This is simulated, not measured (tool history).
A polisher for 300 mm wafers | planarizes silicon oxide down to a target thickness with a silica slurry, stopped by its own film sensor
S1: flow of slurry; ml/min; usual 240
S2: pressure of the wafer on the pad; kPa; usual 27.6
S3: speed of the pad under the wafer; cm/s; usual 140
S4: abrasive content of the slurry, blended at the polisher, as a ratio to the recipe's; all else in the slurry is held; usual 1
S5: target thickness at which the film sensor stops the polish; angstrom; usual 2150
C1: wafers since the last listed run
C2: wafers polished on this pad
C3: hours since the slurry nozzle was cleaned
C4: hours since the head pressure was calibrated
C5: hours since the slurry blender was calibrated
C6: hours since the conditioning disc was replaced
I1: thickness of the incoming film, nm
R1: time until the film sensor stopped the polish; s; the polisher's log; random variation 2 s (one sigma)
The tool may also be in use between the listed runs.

run    hour   S1    S2   S3    S4    S5    C1    C2     C3     C4     C5     C6     I1     R1
  1       0  270  27.6  140     1  2150     0  3236  146.4  501.5  110.5  165.9    613    137
        3.2  -- worn pad replaced by a new one
  2    73.4  270  27.6  140     1  2150   902   902  219.8  574.9  183.9  239.3  611.2  125.5
       99.2  -- slurry blender recalibrated
  3   179.4  270  27.6  140     1  2150  1336  2239  325.8  680.9   80.2  345.3  602.3  122.1
      222.3  -- worn pad replaced by a new one
  4   284.1  240  27.6  140     1  2150  1294   794  430.5  785.6  184.9    450    609  123.2
      323.6  -- slurry nozzle cleaned
      370.2  -- slurry blender recalibrated
      373.6  -- conditioning disc replaced and pad reconditioned
  5   378.8  240  27.6  140     1  2150  1152  1947   55.2  880.3    8.6    5.2  620.8  132.1
  6   420.1  240  27.6  140     1  2150   530  2477   96.5  921.6   49.9   46.5  619.8  139.2
      467.8  -- worn pad replaced by a new one
      472.2  -- head pressure recalibrated
  7     511  240  27.6  140     1  2150  1091   529  187.4   38.8  140.8  137.4  616.8    121
      573.5  -- slurry blender recalibrated
  8   615.4  240  27.6  140     1  2150  1316  1845  291.8  143.2   41.9  241.8  606.2  126.7
        690  -- worn pad replaced by a new one
  9   694.3  300  30.3  140     1  2150   962    55  370.7  222.1  120.8  320.7  613.7  104.9
 10   743.3  240    20  168     1  2150   629   684  419.7  271.1  169.8  369.7  614.1  150.8
 11   790.1  305  27.6  154     1  2510   601  1286  466.5  317.9  216.6  416.5  603.5  102.5
      793.7  -- slurry blender recalibrated
      839.5  -- slurry nozzle cleaned
 12   847.3  240  27.6  140     1  2150   696  1983    7.8  375.1   53.6  473.7  603.4  125.7
 13   906.1  240  27.6  182     1  2150   755  2738   66.6  433.9  112.4  532.5  605.9  115.4
      938.9  -- worn pad replaced by a new one
      991.4  -- conditioning disc replaced and pad reconditioned
 14   998.8  240  27.6  140     1  2590  1114   744  159.3  526.6  205.1    7.4  612.6  111.5
     1023.3  -- slurry blender recalibrated
 15  1091.4  190  32.4  140     1  1480  1164  1908  251.9  619.2   68.1    100  615.8  138.1
     1147.2  -- worn pad replaced by a new one
 16  1189.4  275  27.6  122  0.85  3530  1208   541  349.9  717.2  166.1    198  604.2   89.4

4 ways to go on from here, each from the tool as it stands after run 16. What would each give?
  A  1189.8  240  27.6  140     1  2150   5  547  350.3  717.6  166.5  198.4  614.9   ?
  B  1189.8  180  27.6  140   0.7  2150   5  547  350.3  717.6  166.5  198.4  614.9   ?
  C  1189.8  240  22.8  140   0.9  2150   5  547  350.3  717.6  166.5  198.4  614.9   ?
  D  1189.8  240  27.6  140  1.25  2150   5  547  350.3  717.6  166.5  198.4  614.9   ?

run     R1
  A  120.4
  B  151.6
  C  153.6
  D  108.6
Without the tool's hidden state the same runs would have given:
run     R1
  A  116.2
  B  146.2
  C  148.1
  D  104.8

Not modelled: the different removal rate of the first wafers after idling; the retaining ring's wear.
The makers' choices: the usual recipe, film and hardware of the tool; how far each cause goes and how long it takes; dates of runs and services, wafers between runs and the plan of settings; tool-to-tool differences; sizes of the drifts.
